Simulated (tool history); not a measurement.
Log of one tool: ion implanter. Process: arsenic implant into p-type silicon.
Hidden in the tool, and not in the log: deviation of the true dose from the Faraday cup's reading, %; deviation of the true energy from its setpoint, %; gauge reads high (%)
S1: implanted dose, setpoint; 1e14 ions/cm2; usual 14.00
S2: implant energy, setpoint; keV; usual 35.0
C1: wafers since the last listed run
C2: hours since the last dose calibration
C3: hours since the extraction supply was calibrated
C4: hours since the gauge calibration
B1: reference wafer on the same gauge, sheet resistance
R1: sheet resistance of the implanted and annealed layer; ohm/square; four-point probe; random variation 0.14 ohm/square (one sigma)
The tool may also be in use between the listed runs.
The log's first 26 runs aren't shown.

| run | hour | S1 | S2 | C1 | C2 | C3 | C4 | B1 | R1 |
|---|---|---|---|---|---|---|---|---|---|
| 27 | 380.8 | 12.53 | 27.0 | 420 | 38.7 | 254.0 | 232.0 | 94.15 | 103.88 |
| 28 | 393.5 | 10.55 | 27.0 | 185 | 51.4 | 266.7 | 244.7 | 94.09 | 114.52 |
| 29 | 408.5 | 11.46 | 35.0 | 218 | 66.4 | 281.7 | 259.7 | 94.13 | 103.50 |
| 30 | 423.5 | 17.80 | 31.0 | 218 | 81.4 | 296.7 | 274.7 | 94.10 | 85.09 |
| 31 | 433.3 | 14.00 | 35.0 | 142 | 91.2 | 306.5 | 284.5 | 94.10 | 92.35 |
| 32 | 448.3 | 11.35 | 29.0 | 218 | 106.2 | 321.5 | 299.5 | 94.15 | 108.08 |
| 33 | 456.9 | 10.55 | 27.0 | 125 | 114.8 | 330.1 | 308.1 | 94.13 | 114.08 |
| 34 | 468.2 | 16.87 | 44.0 | 164 | 126.1 | 341.4 | 319.4 | 94.08 | 78.55 |
| 35 | 485.2 | 12.95 | 23.5 | 247 | 143.1 | 358.4 | 336.4 | 94.12 | 104.40 |
| 36 | 500.8 | 10.68 | 44.5 | 227 | 158.7 | 374.0 | 352.0 | 94.12 | 102.81 |
| 37 | 513.0 | 16.36 | 40.5 | 177 | 170.9 | 386.2 | 364.2 | 94.11 | 81.73 |
| 38 | 524.8 | 14.00 | 25.5 | 172 | 182.7 | 398.0 | 376.0 | 94.10 | 98.74 |

Forecast each of these 3 alternatives for the next run:
| A | 525.2 | 11.91 | 35.0 | 5 | 183.1 | 398.4 | 376.4 | ? | ? |
| B | 525.2 | 10.75 | 30.0 | 5 | 183.1 | 398.4 | 376.4 | ? | ? |
| C | 525.2 | 17.56 | 46.5 | 5 | 183.1 | 398.4 | 376.4 | ? | ? |

| run | B1 | R1 |
|---|---|---|
| A | 94.05 | 100.66 |
| B | 94.05 | 110.37 |
| C | 94.05 | 75.79 |
Without the tool's hidden state the same runs would have given:
| run | R1 |
|---|---|
| A | 101.15 |
| B | 110.93 |
| C | 76.12 |
